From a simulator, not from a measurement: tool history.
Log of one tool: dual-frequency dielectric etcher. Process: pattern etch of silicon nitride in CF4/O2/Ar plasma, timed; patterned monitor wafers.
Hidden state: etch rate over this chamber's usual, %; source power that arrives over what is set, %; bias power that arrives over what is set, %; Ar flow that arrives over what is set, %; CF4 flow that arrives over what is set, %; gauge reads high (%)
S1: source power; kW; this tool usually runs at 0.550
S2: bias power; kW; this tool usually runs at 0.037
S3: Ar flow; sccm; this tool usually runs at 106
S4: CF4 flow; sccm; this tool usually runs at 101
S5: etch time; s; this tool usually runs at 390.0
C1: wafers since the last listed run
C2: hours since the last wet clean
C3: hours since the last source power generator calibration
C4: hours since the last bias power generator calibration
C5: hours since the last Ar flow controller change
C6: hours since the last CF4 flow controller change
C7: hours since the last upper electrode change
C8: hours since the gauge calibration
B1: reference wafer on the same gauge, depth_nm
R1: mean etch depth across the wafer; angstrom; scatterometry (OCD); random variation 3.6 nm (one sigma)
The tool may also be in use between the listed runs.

| run | hour | S1 | S2 | S3 | S4 | S5 | C1 | C2 | C3 | C4 | C5 | C6 | C7 | C8 | B1 | R1 |
|---|---|---|---|---|---|---|---|---|---|---|---|---|---|---|---|---|
| 1 | 0.0 | 0.550 | 0.037 | 96 | 101 | 492.5 | 0 | 40.0 | 3388.2 | 344.6 | 163.0 | 2724.4 | 136.5 | 757.2 | 823.3 | 10059 |
| 2 | 106.1 | 0.420 | 0.045 | 106 | 81 | 488.0 | 523 | 146.1 | 3494.3 | 450.7 | 269.1 | 2830.5 | 242.6 | 863.3 | 824.1 | 7470 |
|  | 176.0 | source power generator calibrated |
| 3 | 196.1 | 0.480 | 0.037 | 106 | 101 | 438.0 | 423 | 236.1 | 20.1 | 540.7 | 359.1 | 2920.5 | 332.6 | 953.3 | 824.2 | 7570 |
| 4 | 235.3 | 0.640 | 0.037 | 123 | 86 | 503.0 | 193 | 275.3 | 59.3 | 579.9 | 398.3 | 2959.7 | 371.8 | 992.5 | 824.5 | 11092 |
|  | 265.3 | CF4 flow controller replaced |
| 5 | 306.9 | 0.550 | 0.037 | 115 | 101 | 390.0 | 323 | 346.9 | 130.9 | 651.5 | 469.9 | 41.6 | 443.4 | 1064.1 | 824.6 | 7667 |
| 6 | 368.8 | 0.550 | 0.037 | 106 | 101 | 390.0 | 305 | 408.8 | 192.8 | 713.4 | 531.8 | 103.5 | 505.3 | 1126.0 | 822.8 | 7777 |
| 7 | 425.3 | 0.550 | 0.037 | 106 | 101 | 390.0 | 278 | 465.3 | 249.3 | 769.9 | 588.3 | 160.0 | 561.8 | 1182.5 | 823.9 | 7821 |
| 8 | 530.1 | 0.550 | 0.037 | 86 | 124 | 390.0 | 516 | 570.1 | 354.1 | 874.7 | 693.1 | 264.8 | 666.6 | 1287.3 | 823.7 | 8324 |
|  | 633.6 | wet clean of the chamber |
| 9 | 634.1 | 0.550 | 0.037 | 106 | 101 | 328.5 | 394 | 0.5 | 458.1 | 978.7 | 797.1 | 368.8 | 770.6 | 1391.3 | 824.8 | 6508 |
|  | 644.5 | gauge calibrated |
| 10 | 661.9 | 0.550 | 0.037 | 96 | 101 | 492.5 | 137 | 28.3 | 485.9 | 1006.5 | 824.9 | 396.6 | 798.4 | 17.4 | 822.8 | 10087 |
| 11 | 714.7 | 0.550 | 0.037 | 106 | 101 | 390.0 | 260 | 81.1 | 538.7 | 1059.3 | 877.7 | 449.4 | 851.2 | 70.2 | 824.7 | 7859 |
| 12 | 770.0 | 0.550 | 0.044 | 106 | 116 | 390.0 | 272 | 136.4 | 594.0 | 1114.6 | 933.0 | 504.7 | 906.5 | 125.5 | 824.4 | 8399 |
| 13 | 829.7 | 0.430 | 0.037 | 95 | 101 | 483.0 | 294 | 196.1 | 653.7 | 1174.3 | 992.7 | 564.4 | 966.2 | 185.2 | 824.4 | 7483 |
| 14 | 887.5 | 0.550 | 0.037 | 106 | 101 | 390.0 | 284 | 253.9 | 711.5 | 1232.1 | 1050.5 | 622.2 | 1024.0 | 243.0 | 823.5 | 7803 |
| 15 | 962.9 | 0.550 | 0.037 | 106 | 101 | 390.0 | 371 | 329.3 | 786.9 | 1307.5 | 1125.9 | 697.6 | 1099.4 | 318.4 | 825.8 | 7798 |
| 16 | 1027.2 | 0.510 | 0.037 | 106 | 101 | 422.5 | 316 | 393.6 | 851.2 | 1371.8 | 1190.2 | 761.9 | 1163.7 | 382.7 | 823.6 | 7755 |
| 17 | 1085.2 | 0.440 | 0.037 | 86 | 101 | 390.0 | 285 | 451.6 | 909.2 | 1429.8 | 1248.2 | 819.9 | 1221.7 | 440.7 | 823.3 | 6385 |
| 18 | 1152.9 | 0.680 | 0.045 | 106 | 123 | 426.0 | 333 | 519.3 | 976.9 | 1497.5 | 1315.9 | 887.6 | 1289.4 | 508.4 | 823.6 | 11570 |
|  | 1184.0 | wet clean of the chamber |
| 19 | 1244.1 | 0.550 | 0.037 | 106 | 101 | 328.5 | 331 | 60.1 | 1068.1 | 1588.7 | 1407.1 | 978.8 | 1380.6 | 599.6 | 823.6 | 6604 |
| 20 | 1297.9 | 0.550 | 0.045 | 106 | 112 | 327.0 | 265 | 113.9 | 1121.9 | 1642.5 | 1460.9 | 1032.6 | 1434.4 | 653.4 | 822.9 | 6996 |
| 21 | 1397.9 | 0.440 | 0.037 | 106 | 101 | 390.0 | 492 | 213.9 | 1221.9 | 1742.5 | 1560.9 | 1132.6 | 1534.4 | 753.4 | 824.2 | 6111 |

Alternative continuations, all from the tool just after run 21; predict every row:
| A | 1398.4 | 0.550 | 0.037 | 106 | 101 | 390.0 | 2 | 214.4 | 1222.4 | 1743.0 | 1561.4 | 1133.1 | 1534.9 | 753.9 | ? | ? |
| B | 1398.4 | 0.550 | 0.037 | 106 | 101 | 426.0 | 2 | 214.4 | 1222.4 | 1743.0 | 1561.4 | 1133.1 | 1534.9 | 753.9 | ? | ? |
| C | 1398.4 | 0.620 | 0.037 | 106 | 101 | 390.0 | 2 | 214.4 | 1222.4 | 1743.0 | 1561.4 | 1133.1 | 1534.9 | 753.9 | ? | ? |
| D | 1398.4 | 0.680 | 0.032 | 106 | 124 | 452.0 | 2 | 214.4 | 1222.4 | 1743.0 | 1561.4 | 1133.1 | 1534.9 | 753.9 | ? | ? |

| run | B1 | R1 |
|---|---|---|
| A | 824.7 | 7814 |
| B | 824.7 | 8536 |
| C | 824.7 | 8864 |
| D | 824.7 | 11240 |
Take away the tool's hidden state, keep each run's random variation, and the runs would have read:
| run | R1 |
|---|---|
| A | 7814 |
| B | 8536 |
| C | 8864 |
| D | 11240 |
